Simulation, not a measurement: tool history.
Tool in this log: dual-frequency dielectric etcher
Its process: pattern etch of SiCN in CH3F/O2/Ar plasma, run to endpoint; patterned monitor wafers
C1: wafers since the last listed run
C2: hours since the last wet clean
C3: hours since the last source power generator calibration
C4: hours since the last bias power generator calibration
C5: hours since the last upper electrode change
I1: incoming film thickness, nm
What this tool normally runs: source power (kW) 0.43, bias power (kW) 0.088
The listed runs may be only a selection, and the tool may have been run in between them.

Run 1, hour 0: usual settings but bias power (kW) 0.103; C1 0; C2 250.8; C3 3803.1; C4 2727; C5 3229.5; I1 9.57. Result: endpoint time (s) 21.2.
Run 2, hour 68.8: usual settings; C1 1329; C2 319.6; C3 3871.9; C4 2795.8; C5 3298.3; I1 9.5. Result: endpoint time (s) 21.8.
At hour 98: wet clean of the chamber.
Run 3, hour 124.9: usual settings; C1 620; C2 26.9; C3 3928; C4 2851.9; C5 3354.4; I1 9.42. Result: endpoint time (s) 22.
Run 4, hour 156.5: usual settings; C1 610; C2 58.5; C3 3959.6; C4 2883.5; C5 3386; I1 9.51. Result: endpoint time (s) 22.2.
Run 5, hour 223.9: usual settings; C1 1302; C2 125.9; C3 4027; C4 2950.9; C5 3453.4; I1 9.48. Result: endpoint time (s) 22.
Run 6, hour 257.9: usual settings; C1 656; C2 159.9; C3 4061; C4 2984.9; C5 3487.4; I1 9.51. Result: endpoint time (s) 22.1.
Run 7, hour 283.5: usual settings; C1 494; C2 185.5; C3 4086.6; C4 3010.5; C5 3513; I1 9.54. Result: endpoint time (s) 22.2.
Run 8, hour 323.7: usual settings; C1 776; C2 225.7; C3 4126.8; C4 3050.7; C5 3553.2; I1 9.43. Result: endpoint time (s) 21.7.
Run 9, hour 391.3: usual settings; C1 1306; C2 293.3; C3 4194.4; C4 3118.3; C5 3620.8; I1 9.42. Result: endpoint time (s) 21.7.
At hour 447.1: wet clean of the chamber.
Run 10, hour 457.1: usual settings but bias power (kW) 0.075; C1 807; C2 10; C3 4260.2; C4 3184.1; C5 3686.6; I1 9.49. Result: endpoint time (s) 23.2.
Run 11, hour 506: usual settings; C1 944; C2 58.9; C3 4309.1; C4 3233; C5 3735.5; I1 9.47. Result: endpoint time (s) 22.
At hour 538.7: source power generator calibrated.
Run 12, hour 551.4: usual settings but source power (kW) 0.36; C1 799; C2 104.3; C3 12.7; C4 3278.4; C5 3780.9; I1 9.47. Result: endpoint time (s) 23.1.
Run 13, hour 577.5: usual settings but source power (kW) 0.36; C1 504; C2 130.4; C3 38.8; C4 3304.5; C5 3807; I1 9.45. Result: endpoint time (s) 23.1.
Run 14, hour 608.8: usual settings but source power (kW) 0.35, bias power (kW) 0.1; C1 604; C2 161.7; C3 70.1; C4 3335.8; C5 3838.3; I1 9.45. Result: endpoint time (s) 22.4.
Run 15, hour 660.8: usual settings but source power (kW) 0.35, bias power (kW) 0.1; C1 1004; C2 213.7; C3 122.1; C4 3387.8; C5 3890.3; I1 9.5. Result: endpoint time (s) 22.3.
Run 16, hour 719.7: usual settings but source power (kW) 0.35, bias power (kW) 0.1; C1 1138; C2 272.6; C3 181; C4 3446.7; C5 3949.2; I1 9.46. Result: endpoint time (s) 22.3.
Run 17, hour 747: usual settings but source power (kW) 0.38; C1 527; C2 299.9; C3 208.3; C4 3474; C5 3976.5; I1 9.41. Result: endpoint time (s) 22.3.
At hour 782.6: wet clean of the chamber.
Run 18, hour 815.7: usual settings but source power (kW) 0.51, bias power (kW) 0.079; C1 863; C2 33.1; C3 277; C4 3542.7; C5 4045.2; I1 9.44. Result: endpoint time (s) 21.6.
At hour 845.1: bias power generator calibrated.
Run 19, hour 860.4: usual settings but source power (kW) 0.53, bias power (kW) 0.072; C1 786; C2 77.8; C3 321.7; C4 15.3; C5 4089.9; I1 9.66. Result: endpoint time (s) 22.4.
Run 20, hour 909.7: usual settings but source power (kW) 0.51, bias power (kW) 0.071; C1 952; C2 127.1; C3 371; C4 64.6; C5 4139.2; I1 9.52. Result: endpoint time (s) 22.4.
Run 21, hour 950.7: usual settings but bias power (kW) 0.072; C1 792; C2 168.1; C3 412; C4 105.6; C5 4180.2; I1 9.6. Result: endpoint time (s) 23.6.
At hour 1003.8: upper electrode replaced.
Run 22, hour 1004.3: usual settings; C1 571; C2 221.7; C3 465.6; C4 159.2; C5 0.5; I1 9.46. Result: endpoint time (s) 21.8.
Run 23, hour 1028.9: usual settings but source power (kW) 0.39, bias power (kW) 0.067; C1 475; C2 246.3; C3 490.2; C4 183.8; C5 25.1; I1 9.56. Result: endpoint time (s) 24.7.
Run 24, hour 1086.9: usual settings but bias power (kW) 0.102; C1 1120; C2 304.3; C3 548.2; C4 241.8; C5 83.1; I1 9.54. Result: endpoint time (s) 21.
At hour 1187.6: wet clean of the chamber.
Run 25, hour 1265.2: usual settings but source power (kW) 0.4; C1 2981; C2 77.6; C3 726.5; C4 420.1; C5 261.4; I1 9.59. Result: endpoint time (s) 22.7.
Run 26, hour 1334: usual settings but bias power (kW) 0.077; C1 1329; C2 146.4; C3 795.3; C4 488.9; C5 330.2; I1 9.45. Result: endpoint time (s) 22.8.
Run 27, hour 1391.7: usual settings but source power (kW) 0.34, bias power (kW) 0.066; C1 1114; C2 204.1; C3 853; C4 546.6; C5 387.9; I1 9.41. Result: endpoint time (s) 25.1.
Run 28, hour 1423.7: usual settings but source power (kW) 0.49, bias power (kW) 0.096; C1 618; C2 236.1; C3 885; C4 578.6; C5 419.9; I1 9.42. Result: endpoint time (s) 20.5.
Run 29, hour 1490: usual settings; C1 1281; C2 302.4; C3 951.3; C4 644.9; C5 486.2; I1 9.58. Result: endpoint time (s) 22.
Run 30, hour 1523.5: usual settings but source power (kW) 0.49; C1 647; C2 335.9; C3 984.8; C4 678.4; C5 519.7; I1 9.52. Result: endpoint time (s) 21.
At hour 1563.9: wet clean of the chamber.
Run 31, hour 1564.4: usual settings; C1 326; C2 0.5; C3 1025.7; C4 719.3; C5 560.6; I1 9.46. Result: endpoint time (s) 22.1.
Run 32, hour 1604.6: usual settings but source power (kW) 0.51, bias power (kW) 0.097; C1 776; C2 40.7; C3 1065.9; C4 759.5; C5 600.8; I1 9.49. Result: endpoint time (s) 20.4.
Run 33, hour 1736.9: usual settings; C1 2556; C2 173; C3 1198.2; C4 891.8; C5 733.1; I1 9.37. Result: endpoint time (s) 21.7.
Run 34, hour 1772.7: usual settings but source power (kW) 0.52, bias power (kW) 0.069; C1 691; C2 208.8; C3 1234; C4 927.6; C5 768.9; I1 9.54. Result: endpoint time (s) 22.3.

Alternative continuations, all from the tool just after run 34; predict every row:
Run A, hour 1773.1: usual settings; C1 7; C2 209.2; C3 1234.4; C4 928; C5 769.3; I1 9.55. Result: endpoint time (s) ?.
Run B, hour 1773.1: usual settings but source power (kW) 0.47, bias power (kW) 0.105; C1 7; C2 209.2; C3 1234.4; C4 928; C5 769.3; I1 9.55. Result: endpoint time (s) ?.
Run C, hour 1773.1: usual settings but source power (kW) 0.48, bias power (kW) 0.103; C1 7; C2 209.2; C3 1234.4; C4 928; C5 769.3; I1 9.55. Result: endpoint time (s) ?.
Run D, hour 1773.1: usual settings but bias power (kW) 0.071; C1 7; C2 209.2; C3 1234.4; C4 928; C5 769.3; I1 9.55. Result: endpoint time (s) ?.
Run E, hour 1773.1: usual settings but source power (kW) 0.47, bias power (kW) 0.099; C1 7; C2 209.2; C3 1234.4; C4 928; C5 769.3; I1 9.55. Result: endpoint time (s) ?.

run  endpoint time (s)
  A               21.9
  B               20.3
  C               20.3
  D               23.3
  E               20.7
With no hidden state in the tool, these same runs would have given:
run  endpoint time (s)
  A               22.2
  B               20.5
  C               20.5
  D               23.6
  E               20.9

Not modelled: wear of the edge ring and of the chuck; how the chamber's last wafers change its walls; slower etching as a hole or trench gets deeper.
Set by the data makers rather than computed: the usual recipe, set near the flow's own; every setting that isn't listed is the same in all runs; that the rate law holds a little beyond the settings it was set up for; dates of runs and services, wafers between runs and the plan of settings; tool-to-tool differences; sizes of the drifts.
